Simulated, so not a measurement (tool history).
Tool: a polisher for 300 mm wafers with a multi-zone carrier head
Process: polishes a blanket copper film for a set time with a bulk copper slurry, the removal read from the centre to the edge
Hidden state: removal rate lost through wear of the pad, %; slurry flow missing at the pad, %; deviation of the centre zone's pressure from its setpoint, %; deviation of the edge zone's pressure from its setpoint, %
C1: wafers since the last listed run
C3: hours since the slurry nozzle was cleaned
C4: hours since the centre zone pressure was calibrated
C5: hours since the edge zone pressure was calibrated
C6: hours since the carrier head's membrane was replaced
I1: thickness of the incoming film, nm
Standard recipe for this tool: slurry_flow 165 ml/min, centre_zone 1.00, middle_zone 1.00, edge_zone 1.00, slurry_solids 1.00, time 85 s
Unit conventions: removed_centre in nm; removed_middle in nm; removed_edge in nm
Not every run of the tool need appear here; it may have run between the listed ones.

{"run": 1, "hour": 0.0, "slurry_flow": 165, "centre_zone": 1.0, "middle_zone": 1.0, "edge_zone": 1.03, "slurry_solids": 1.0, "time": 85, "C1": 0, "wafers polished on this pad": 720, "C3": 436.7, "C4": 1137.8, "C5": 92.6, "C6": 502.2, "I1": 3644.6, "removed_centre": 487.9, "removed_middle": 493.0, "removed_edge": 494.1}
{"run": 2, "hour": 35.1, "slurry_flow": 120, "centre_zone": 1.0, "middle_zone": 1.0, "edge_zone": 1.08, "slurry_solids": 1.0, "time": 110, "C1": 247, "wafers polished on this pad": 967, "C3": 471.8, "C4": 1172.9, "C5": 127.7, "C6": 537.3, "I1": 3671.8, "removed_centre": 586.9, "removed_middle": 598.6, "removed_edge": 615.8}
{"run": 3, "hour": 58.0, "slurry_flow": 115, "centre_zone": 1.0, "middle_zone": 1.0, "edge_zone": 1.0, "slurry_solids": 1.3, "time": 95, "C1": 161, "wafers polished on this pad": 1129, "C3": 494.7, "C4": 1195.8, "C5": 150.6, "C6": 560.2, "I1": 3593.2, "removed_centre": 518.6, "removed_middle": 538.0, "removed_edge": 537.7}
{"run": 4, "hour": 71.5, "slurry_flow": 165, "centre_zone": 1.12, "middle_zone": 0.93, "edge_zone": 1.1, "slurry_solids": 1.0, "time": 107, "C1": 95, "wafers polished on this pad": 1224, "C3": 508.2, "C4": 1209.3, "C5": 164.1, "C6": 573.7, "I1": 3599.1, "removed_centre": 701.3, "removed_middle": 586.8, "removed_edge": 634.2}
{"hour": 82.4, "done": "worn pad replaced by a new one"}
{"run": 5, "hour": 103.1, "slurry_flow": 165, "centre_zone": 1.0, "middle_zone": 1.0, "edge_zone": 1.0, "slurry_solids": 1.0, "time": 94, "C1": 194, "wafers polished on this pad": 145, "C3": 539.8, "C4": 1240.9, "C5": 195.7, "C6": 605.3, "I1": 3532.5, "removed_centre": 549.3, "removed_middle": 548.9, "removed_edge": 543.4}
{"run": 6, "hour": 135.3, "slurry_flow": 165, "centre_zone": 1.12, "middle_zone": 0.93, "edge_zone": 1.1, "slurry_solids": 1.0, "time": 107, "C1": 226, "wafers polished on this pad": 372, "C3": 572.0, "C4": 1273.1, "C5": 227.9, "C6": 637.5, "I1": 3568.0, "removed_centre": 681.2, "removed_middle": 586.7, "removed_edge": 642.3}
{"hour": 143.2, "done": "centre zone pressure recalibrated"}
{"run": 7, "hour": 166.4, "slurry_flow": 165, "centre_zone": 1.0, "middle_zone": 1.0, "edge_zone": 1.0, "slurry_solids": 1.0, "time": 85, "C1": 204, "wafers polished on this pad": 577, "C3": 603.1, "C4": 23.2, "C5": 259.0, "C6": 668.6, "I1": 3658.4, "removed_centre": 485.8, "removed_middle": 499.8, "removed_edge": 475.4}
{"run": 8, "hour": 197.4, "slurry_flow": 145, "centre_zone": 1.0, "middle_zone": 1.0, "edge_zone": 1.0, "slurry_solids": 1.0, "time": 85, "C1": 218, "wafers polished on this pad": 795, "C3": 634.1, "C4": 54.2, "C5": 290.0, "C6": 699.6, "I1": 3626.2, "removed_centre": 488.9, "removed_middle": 479.8, "removed_edge": 476.6}
{"run": 9, "hour": 248.5, "slurry_flow": 165, "centre_zone": 1.0, "middle_zone": 1.06, "edge_zone": 0.92, "slurry_solids": 1.25, "time": 85, "C1": 359, "wafers polished on this pad": 1155, "C3": 685.2, "C4": 105.3, "C5": 341.1, "C6": 750.7, "I1": 3565.9, "removed_centre": 515.3, "removed_middle": 540.5, "removed_edge": 482.3}
{"hour": 250.3, "done": "slurry nozzle cleaned"}
{"hour": 256.8, "done": "worn pad replaced by a new one"}
{"run": 10, "hour": 277.6, "slurry_flow": 215, "centre_zone": 1.0, "middle_zone": 1.0, "edge_zone": 1.0, "slurry_solids": 1.25, "time": 85, "C1": 169, "wafers polished on this pad": 146, "C3": 27.3, "C4": 134.4, "C5": 370.2, "C6": 779.8, "I1": 3527.3, "removed_centre": 544.8, "removed_middle": 535.0, "removed_edge": 518.4}
{"run": 11, "hour": 311.4, "slurry_flow": 165, "centre_zone": 1.0, "middle_zone": 1.11, "edge_zone": 1.0, "slurry_solids": 0.9, "time": 85, "C1": 237, "wafers polished on this pad": 384, "C3": 61.1, "C4": 168.2, "C5": 404.0, "C6": 813.6, "I1": 3595.5, "removed_centre": 484.2, "removed_middle": 521.8, "removed_edge": 477.3}
{"run": 12, "hour": 329.7, "slurry_flow": 165, "centre_zone": 1.0, "middle_zone": 1.0, "edge_zone": 0.9, "slurry_solids": 1.0, "time": 101, "C1": 128, "wafers polished on this pad": 512, "C3": 79.4, "C4": 186.5, "C5": 422.3, "C6": 831.9, "I1": 3606.1, "removed_centre": 577.8, "removed_middle": 584.8, "removed_edge": 553.2}
{"run": 13, "hour": 352.1, "slurry_flow": 135, "centre_zone": 1.0, "middle_zone": 1.04, "edge_zone": 1.05, "slurry_solids": 1.25, "time": 85, "C1": 157, "wafers polished on this pad": 670, "C3": 101.8, "C4": 208.9, "C5": 444.7, "C6": 854.3, "I1": 3642.9, "removed_centre": 493.3, "removed_middle": 505.8, "removed_edge": 495.6}
{"hour": 357.3, "done": "carrier head's membrane replaced by a new one"}
{"run": 14, "hour": 372.3, "slurry_flow": 165, "centre_zone": 1.0, "middle_zone": 1.0, "edge_zone": 1.0, "slurry_solids": 1.0, "time": 85, "C1": 107, "wafers polished on this pad": 777, "C3": 122.0, "C4": 229.1, "C5": 464.9, "C6": 15.0, "I1": 3630.5, "removed_centre": 502.0, "removed_middle": 489.2, "removed_edge": 486.6}
{"run": 15, "hour": 396.6, "slurry_flow": 200, "centre_zone": 1.0, "middle_zone": 1.0, "edge_zone": 1.0, "slurry_solids": 1.0, "time": 85, "C1": 171, "wafers polished on this pad": 948, "C3": 146.3, "C4": 253.4, "C5": 489.2, "C6": 39.3, "I1": 3602.6, "removed_centre": 521.4, "removed_middle": 513.0, "removed_edge": 497.5}
{"run": 16, "hour": 425.2, "slurry_flow": 165, "centre_zone": 1.0, "middle_zone": 1.0, "edge_zone": 0.88, "slurry_solids": 1.1, "time": 59, "C1": 201, "wafers polished on this pad": 1150, "C3": 174.9, "C4": 282.0, "C5": 517.8, "C6": 67.9, "I1": 3524.9, "removed_centre": 356.1, "removed_middle": 345.8, "removed_edge": 322.2}
{"run": 17, "hour": 438.9, "slurry_flow": 115, "centre_zone": 0.97, "middle_zone": 1.06, "edge_zone": 1.0, "slurry_solids": 1.0, "time": 85, "C1": 96, "wafers polished on this pad": 1246, "C3": 188.6, "C4": 295.7, "C5": 531.5, "C6": 81.6, "I1": 3525.2, "removed_centre": 444.8, "removed_middle": 467.9, "removed_edge": 461.6}
{"run": 18, "hour": 452.0, "slurry_flow": 165, "centre_zone": 1.0, "middle_zone": 0.91, "edge_zone": 0.93, "slurry_solids": 0.85, "time": 85, "C1": 92, "wafers polished on this pad": 1338, "C3": 201.7, "C4": 308.8, "C5": 544.6, "C6": 94.7, "I1": 3552.8, "removed_centre": 473.4, "removed_middle": 446.8, "removed_edge": 454.4}
{"run": 19, "hour": 465.0, "slurry_flow": 165, "centre_zone": 1.0, "middle_zone": 1.0, "edge_zone": 1.06, "slurry_solids": 1.0, "time": 85, "C1": 91, "wafers polished on this pad": 1430, "C3": 214.7, "C4": 321.8, "C5": 557.6, "C6": 107.7, "I1": 3601.9, "removed_centre": 499.7, "removed_middle": 488.4, "removed_edge": 490.0}
{"hour": 476.4, "done": "worn pad replaced by a new one"}
{"run": 20, "hour": 548.2, "slurry_flow": 165, "centre_zone": 1.0, "middle_zone": 0.93, "edge_zone": 1.0, "slurry_solids": 1.0, "time": 85, "C1": 557, "wafers polished on this pad": 505, "C3": 297.9, "C4": 405.0, "C5": 640.8, "C6": 190.9, "I1": 3579.9, "removed_centre": 501.1, "removed_middle": 463.4, "removed_edge": 490.1}
{"run": 21, "hour": 570.5, "slurry_flow": 165, "centre_zone": 1.03, "middle_zone": 1.0, "edge_zone": 1.09, "slurry_solids": 1.0, "time": 113, "C1": 157, "wafers polished on this pad": 662, "C3": 320.2, "C4": 427.3, "C5": 663.1, "C6": 213.2, "I1": 3550.4, "removed_centre": 691.1, "removed_middle": 653.5, "removed_edge": 660.9}

Below are 4 alternative next runs, each starting from the tool's condition after run 21. Predict each:
{"run": "A", "hour": 570.9, "slurry_flow": 165, "centre_zone": 1.0, "middle_zone": 1.0, "edge_zone": 1.0, "slurry_solids": 1.0, "time": 85, "C1": 2, "wafers polished on this pad": 665, "C3": 320.6, "C4": 427.7, "C5": 663.5, "C6": 213.6, "I1": 3592.4, "removed_centre": "?", "removed_middle": "?", "removed_edge": "?"}
{"run": "B", "hour": 570.9, "slurry_flow": 165, "centre_zone": 0.9, "middle_zone": 1.09, "edge_zone": 1.0, "slurry_solids": 1.2, "time": 85, "C1": 2, "wafers polished on this pad": 665, "C3": 320.6, "C4": 427.7, "C5": 663.5, "C6": 213.6, "I1": 3592.4, "removed_centre": "?", "removed_middle": "?", "removed_edge": "?"}
{"run": "C", "hour": 570.9, "slurry_flow": 165, "centre_zone": 0.97, "middle_zone": 1.0, "edge_zone": 1.0, "slurry_solids": 0.85, "time": 85, "C1": 2, "wafers polished on this pad": 665, "C3": 320.6, "C4": 427.7, "C5": 663.5, "C6": 213.6, "I1": 3592.4, "removed_centre": "?", "removed_middle": "?", "removed_edge": "?"}
{"run": "D", "hour": 570.9, "slurry_flow": 165, "centre_zone": 0.89, "middle_zone": 1.0, "edge_zone": 0.92, "slurry_solids": 1.0, "time": 85, "C1": 2, "wafers polished on this pad": 665, "C3": 320.6, "C4": 427.7, "C5": 663.5, "C6": 213.6, "I1": 3592.4, "removed_centre": "?", "removed_middle": "?", "removed_edge": "?"}

run=A removed_centre=500.5 removed_middle=499.5 removed_edge=483.6
run=B removed_centre=467.3 removed_middle=556.0 removed_edge=501.4
run=C removed_centre=470.0 removed_middle=483.9 removed_edge=468.4
run=D removed_centre=445.0 removed_middle=499.9 removed_edge=468.1
Had the tool no hidden state, the same runs would have come out as:
run=A removed_centre=500.5 removed_middle=499.5 removed_edge=483.6
run=B removed_centre=467.3 removed_middle=556.0 removed_edge=501.4
run=C removed_centre=470.0 removed_middle=483.9 removed_edge=468.4
run=D removed_centre=445.0 removed_middle=499.9 removed_edge=468.1
